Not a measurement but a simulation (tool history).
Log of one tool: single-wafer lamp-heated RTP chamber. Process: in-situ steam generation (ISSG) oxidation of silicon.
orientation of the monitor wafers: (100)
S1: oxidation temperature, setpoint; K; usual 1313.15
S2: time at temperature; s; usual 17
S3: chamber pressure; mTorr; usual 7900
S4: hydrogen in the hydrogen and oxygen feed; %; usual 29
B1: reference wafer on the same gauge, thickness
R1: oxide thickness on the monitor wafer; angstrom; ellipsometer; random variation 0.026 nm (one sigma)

run   hour       S1  S2    S3  S4     B1     R1
  1    0.0  1313.15  17  7900  29  7.203  65.71
  2   14.4  1313.15  17  7900  29  7.207  65.59
  3   31.7  1313.15  17  7900  29  7.204  65.52
  4   44.7  1300.15  17  7900  29  7.198  61.99
  5   76.8  1313.15  21  7900  32  7.198  75.77
  6   91.4  1318.15  17  7900  29  7.205  68.38
  7  118.6  1318.15  17  7900  29  7.196  68.74
  8  143.4  1318.15  17  7900  29  7.206  68.29
  9  170.6  1306.15  17  7900  29  7.198  64.51
 10  185.6  1306.15  17  7900  29  7.204  64.50
 11  198.7  1306.15  17  7900  29  7.202  64.57
 12  232.2  1313.15  17  7900  29  7.198  67.06
     234.9  -- gauge calibrated
 13  245.6  1330.15  20  6900  29  7.202  79.46
     259.2  -- pyrometer window cleaned and pyrometer calibrated
 14  259.7  1300.15  17  7900  29  7.202  60.94
 15  292.8  1313.15  17  8400  29  7.206  65.26
 16  362.0  1313.15  11  7900  29  7.202  53.94
 17  387.8  1313.15  17  7900  29  7.200  66.77
     426.4  -- pressure gauge zeroed
 18  426.9  1294.15  17  7900  29  7.205  60.76
 19  451.4  1313.15  17  9400  29  7.196  65.38
     478.9  -- hydrogen flow controller replaced
 20  479.4  1313.15  13  7900  29  7.203  58.38
 21  496.6  1303.15  17  6900  32  7.200  64.81
 22  526.5  1313.15  17  8800  29  7.198  66.22
 23  558.1  1313.15  17  6900  32  7.195  68.56
     571.2  -- pyrometer window cleaned and pyrometer calibrated
 24  580.9  1325.15  17  7900  19  7.195  62.55
 25  615.9  1313.15  17  7900  29  7.193  65.92

Forecast each of these 3 alternatives for the next run:
  A  616.3  1313.15  17  7900  23   ?   ?
  B  616.3  1313.15  17  7900  32   ?   ?
  C  616.3  1313.15  12  7900  32   ?   ?

run     B1     R1
  A  7.198  62.29
  B  7.198  67.96
  C  7.198  57.53
Without the tool's hidden state the same runs would have given:
run     R1
  A  61.66
  B  67.27
  C  57.00

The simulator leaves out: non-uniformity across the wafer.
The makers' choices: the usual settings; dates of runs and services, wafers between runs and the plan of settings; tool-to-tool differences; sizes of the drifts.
